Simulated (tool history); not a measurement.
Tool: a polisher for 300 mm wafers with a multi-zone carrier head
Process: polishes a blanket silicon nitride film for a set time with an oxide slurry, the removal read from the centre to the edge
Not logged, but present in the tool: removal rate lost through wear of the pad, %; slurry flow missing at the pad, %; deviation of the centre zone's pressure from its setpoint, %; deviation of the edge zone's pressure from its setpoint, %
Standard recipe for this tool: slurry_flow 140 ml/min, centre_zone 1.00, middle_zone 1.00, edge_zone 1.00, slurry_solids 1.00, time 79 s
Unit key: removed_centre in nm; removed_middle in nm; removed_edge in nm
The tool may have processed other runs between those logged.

run	hour	slurry_flow	centre_zone	middle_zone	edge_zone	slurry_solids	time	wafers since the last listed run	wafers polished on this pad	hours since the slurry nozzle was cleaned	hours since the centre zone pressure was calibrated	hours since the edge zone pressure was calibrated	hours since the carrier head's membrane was replaced	incoming thickness of the incoming film, nm	removed_centre	removed_middle	removed_edge
1	0.0	140	1.00	1.00	1.00	1.00	79	0	991	285.5	598.7	893.4	1168.9	555.7	69.9	72.5	73.0
# hour 7.0: worn pad replaced by a new one
2	22.6	140	1.00	1.00	1.00	1.00	79	188	158	308.1	621.3	916.0	1191.5	563.5	71.5	71.4	73.1
3	54.2	140	1.00	1.00	1.00	1.00	79	319	478	339.7	652.9	947.6	1223.1	559.3	72.0	71.9	71.0
4	69.8	120	1.00	1.00	1.00	1.00	79	157	636	355.3	668.5	963.2	1238.7	553.4	68.4	69.1	70.6
# hour 93.7: worn pad replaced by a new one
5	99.9	140	1.00	1.00	1.00	1.00	79	264	62	385.4	698.6	993.3	1268.8	558.8	72.1	72.9	73.2
6	122.7	140	1.00	1.00	1.00	1.00	79	230	293	408.2	721.4	1016.1	1291.6	558.5	70.9	71.0	72.9
7	146.2	140	1.00	1.00	1.00	1.00	79	237	531	431.7	744.9	1039.6	1315.1	565.6	71.4	71.3	71.6
8	158.8	140	1.00	1.00	1.00	1.15	79	127	659	444.3	757.5	1052.2	1327.7	559.6	74.6	75.4	75.4
# hour 179.9: worn pad replaced by a new one
# hour 184.4: centre zone pressure recalibrated
9	193.9	140	1.00	1.00	1.00	1.15	79	294	121	479.4	9.5	1087.3	1362.8	571.5	74.6	76.5	77.3
10	210.8	140	1.00	1.00	1.00	1.00	79	171	292	496.3	26.4	1104.2	1379.7	556.3	70.3	72.5	72.1
11	235.3	175	1.00	1.08	1.00	0.80	63	248	540	520.8	50.9	1128.7	1404.2	547.4	55.1	59.8	54.2
12	263.0	180	1.00	1.00	1.00	1.25	79	280	820	548.5	78.6	1156.4	1431.9	566.0	81.6	82.5	82.1
# hour 275.9: worn pad replaced by a new one
# hour 290.4: carrier head's membrane replaced by a new one
13	290.9	140	1.00	1.00	1.08	1.15	79	191	100	576.4	106.5	1184.3	0.5	556.6	74.8	75.7	80.1
14	300.5	140	1.00	1.00	0.91	0.90	79	97	198	586.0	116.1	1193.9	10.1	556.9	67.8	70.0	67.4
15	314.5	125	1.00	1.00	1.00	1.00	79	141	339	600.0	130.1	1207.9	24.1	563.3	67.6	70.6	72.7
16	341.9	140	1.00	1.00	1.00	1.00	79	277	617	627.4	157.5	1235.3	51.5	556.2	70.9	71.1	73.1
# hour 345.6: edge zone pressure recalibrated
# hour 362.0: worn pad replaced by a new one
17	372.5	140	1.00	1.00	1.00	1.00	79	249	106	658.0	188.1	26.9	82.1	550.7	70.0	72.7	72.9
# hour 383.7: slurry nozzle cleaned
18	392.7	120	1.00	1.00	1.03	1.00	52	194	300	9.0	208.3	47.1	102.3	565.9	45.1	46.1	48.0
19	416.4	190	1.00	1.00	0.93	0.85	79	239	540	32.7	232.0	70.8	126.0	548.6	72.0	73.2	67.8
20	436.9	140	1.00	1.06	1.00	0.75	64	207	748	53.2	252.5	91.3	146.5	556.4	51.7	55.0	53.3
# hour 465.1: worn pad replaced by a new one
21	496.4	90	1.00	1.00	0.96	1.00	79	561	316	112.7	312.0	150.8	206.0	568.4	62.4	63.3	64.5

Across each entry between runs, compare the hidden state at the last listed run before it with the hidden state at the first listed run after it:
In the gap between runs 1 and 2: worn pad replaced by a new one (hour 7.0)
  no difference in the tool's unlogged condition between these two runs
In the gap between runs 4 and 5: worn pad replaced by a new one (hour 93.7)
  no difference in the tool's unlogged condition between these two runs
In the gap between runs 8 and 9: worn pad replaced by a new one (hour 179.9); centre zone pressure recalibrated (hour 184.4)
  no difference in the tool's unlogged condition between these two runs
In the gap between runs 12 and 13: worn pad replaced by a new one (hour 275.9); carrier head's membrane replaced by a new one (hour 290.4)
  no difference in the tool's unlogged condition between these two runs
In the gap between runs 16 and 17: edge zone pressure recalibrated (hour 345.6); worn pad replaced by a new one (hour 362.0)
  no difference in the tool's unlogged condition between these two runs
In the gap between runs 17 and 18: slurry nozzle cleaned (hour 383.7)
  no difference in the tool's unlogged condition between these two runs
In the gap between runs 20 and 21: worn pad replaced by a new one (hour 465.1)
  no difference in the tool's unlogged condition between these two runs
